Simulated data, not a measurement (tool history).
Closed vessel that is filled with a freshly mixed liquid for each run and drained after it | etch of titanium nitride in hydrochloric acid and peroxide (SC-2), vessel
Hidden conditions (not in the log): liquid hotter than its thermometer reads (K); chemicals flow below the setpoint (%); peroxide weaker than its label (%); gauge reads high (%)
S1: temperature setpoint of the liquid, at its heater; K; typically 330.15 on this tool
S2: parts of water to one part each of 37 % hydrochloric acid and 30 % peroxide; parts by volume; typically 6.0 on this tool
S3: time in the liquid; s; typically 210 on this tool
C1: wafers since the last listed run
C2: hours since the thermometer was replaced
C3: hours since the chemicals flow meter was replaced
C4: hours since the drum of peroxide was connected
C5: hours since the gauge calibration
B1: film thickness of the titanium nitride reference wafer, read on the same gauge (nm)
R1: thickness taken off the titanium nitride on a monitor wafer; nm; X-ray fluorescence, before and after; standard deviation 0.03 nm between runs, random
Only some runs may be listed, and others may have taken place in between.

| run | hour | S1 | S2 | S3 | C1 | C2 | C3 | C4 | C5 | B1 | R1 |
|---|---|---|---|---|---|---|---|---|---|---|---|
| 1 | 0.0 | 330.15 | 6.0 | 210 | 0 | 489.4 | 1311.5 | 570.5 | 565.3 | 149.99 | 7.36 |
| 2 | 31.6 | 330.15 | 7.5 | 210 | 2367 | 521.0 | 1343.1 | 602.1 | 596.9 | 150.00 | 6.15 |
| 3 | 43.8 | 330.15 | 7.5 | 210 | 913 | 533.2 | 1355.3 | 614.3 | 609.1 | 150.03 | 6.19 |
| 4 | 65.1 | 330.15 | 4.5 | 210 | 1595 | 554.5 | 1376.6 | 635.6 | 630.4 | 150.03 | 9.06 |
| 5 | 98.4 | 330.15 | 7.0 | 210 | 2494 | 587.8 | 1409.9 | 668.9 | 663.7 | 150.00 | 6.50 |
| 6 | 118.9 | 330.15 | 7.0 | 210 | 1535 | 608.3 | 1430.4 | 689.4 | 684.2 | 150.02 | 6.48 |
| 7 | 135.3 | 330.15 | 6.0 | 210 | 1228 | 624.7 | 1446.8 | 705.8 | 700.6 | 150.02 | 7.29 |
| 8 | 149.2 | 330.15 | 6.0 | 210 | 1041 | 638.6 | 1460.7 | 719.7 | 714.5 | 150.01 | 7.30 |
| 9 | 164.9 | 330.15 | 6.0 | 210 | 1176 | 654.3 | 1476.4 | 735.4 | 730.2 | 150.00 | 7.24 |
| 10 | 195.5 | 330.15 | 6.0 | 210 | 2292 | 684.9 | 1507.0 | 766.0 | 760.8 | 150.01 | 7.23 |
| 11 | 226.2 | 330.15 | 6.0 | 210 | 2299 | 715.6 | 1537.7 | 796.7 | 791.5 | 150.01 | 7.29 |
| 12 | 247.0 | 330.15 | 4.0 | 210 | 1558 | 736.4 | 1558.5 | 817.5 | 812.3 | 150.00 | 9.70 |
|  | 262.9 | thermometer replaced |
| 13 | 264.5 | 330.15 | 6.0 | 210 | 1236 | 1.6 | 1576.0 | 835.0 | 829.8 | 149.96 | 7.26 |
| 14 | 277.7 | 324.15 | 4.5 | 310 | 988 | 14.8 | 1589.2 | 848.2 | 843.0 | 149.99 | 8.93 |
| 15 | 292.7 | 325.65 | 6.0 | 210 | 1123 | 29.8 | 1604.2 | 863.2 | 858.0 | 150.01 | 5.40 |
|  | 296.4 | gauge calibrated |
| 16 | 328.1 | 320.15 | 4.0 | 160 | 2651 | 65.2 | 1639.6 | 898.6 | 31.7 | 150.01 | 3.79 |
| 17 | 361.4 | 324.15 | 9.0 | 210 | 2494 | 98.5 | 1672.9 | 931.9 | 65.0 | 150.00 | 3.50 |
|  | 363.4 | chemicals flow meter replaced |
| 18 | 374.5 | 324.15 | 4.0 | 130 | 906 | 111.6 | 11.1 | 945.0 | 78.1 | 149.99 | 4.24 |
| 19 | 397.5 | 339.65 | 4.0 | 210 | 1722 | 134.6 | 34.1 | 968.0 | 101.1 | 149.99 | 18.32 |
|  | 433.7 | new drum of peroxide connected |
| 20 | 434.2 | 333.65 | 4.0 | 210 | 2674 | 171.3 | 70.8 | 0.5 | 137.8 | 149.98 | 13.04 |
| 21 | 460.7 | 333.65 | 8.5 | 280 | 1985 | 197.8 | 97.3 | 27.0 | 164.3 | 149.99 | 9.93 |
| 22 | 489.4 | 330.15 | 6.0 | 210 | 2149 | 226.5 | 126.0 | 55.7 | 193.0 | 149.98 | 7.76 |
| 23 | 505.0 | 330.15 | 6.0 | 210 | 1168 | 242.1 | 141.6 | 71.3 | 208.6 | 150.00 | 7.76 |
| 24 | 518.4 | 330.15 | 6.0 | 95 | 1003 | 255.5 | 155.0 | 84.7 | 222.0 | 149.99 | 3.50 |
| 25 | 548.4 | 340.15 | 4.0 | 210 | 2247 | 285.5 | 185.0 | 114.7 | 252.0 | 150.01 | 19.28 |
| 26 | 583.9 | 330.15 | 6.0 | 210 | 2659 | 321.0 | 220.5 | 150.2 | 287.5 | 150.03 | 7.71 |
| 27 | 597.1 | 334.65 | 4.0 | 250 | 988 | 334.2 | 233.7 | 163.4 | 300.7 | 150.02 | 16.31 |
| 28 | 630.9 | 330.15 | 6.0 | 285 | 2531 | 368.0 | 267.5 | 197.2 | 334.5 | 149.98 | 10.40 |
| 29 | 656.8 | 330.15 | 6.0 | 210 | 1940 | 393.9 | 293.4 | 223.1 | 360.4 | 150.02 | 7.63 |

For each entry between runs, how does the tool's hidden state at the last listed run before it compare with that at the first listed run after it?
From run 12 to run 13: thermometer replaced (hour 262.9)
  chemicals flow below the setpoint (%): 7.44 -> 7.51; peroxide weaker than its label (%): 2.66 -> 2.71
  what was measured, less what the result would be without the hidden state, R1: -0.76 -> -0.63 nm
From run 15 to run 16: gauge calibrated (hour 296.4)
  chemicals flow below the setpoint (%): 7.63 -> 7.77; peroxide weaker than its label (%): 2.8 -> 2.91
  what was measured, less what the result would be without the hidden state, R1: -0.48 -> -0.32 nm
From run 17 to run 18: chemicals flow meter replaced (hour 363.4)
  chemicals flow below the setpoint (%): 7.91 -> 0.672; peroxide weaker than its label (%): 3.01 -> 3.05
  what was measured, less what the result would be without the hidden state, R1: -0.35 -> -0.13 nm
From run 19 to run 20: new drum of peroxide connected (hour 433.7)
  chemicals flow below the setpoint (%): 0.765 -> 0.914; peroxide weaker than its label (%): 3.12 -> 0.261
  what was measured, less what the result would be without the hidden state, R1: -0.59 -> -0.11 nm
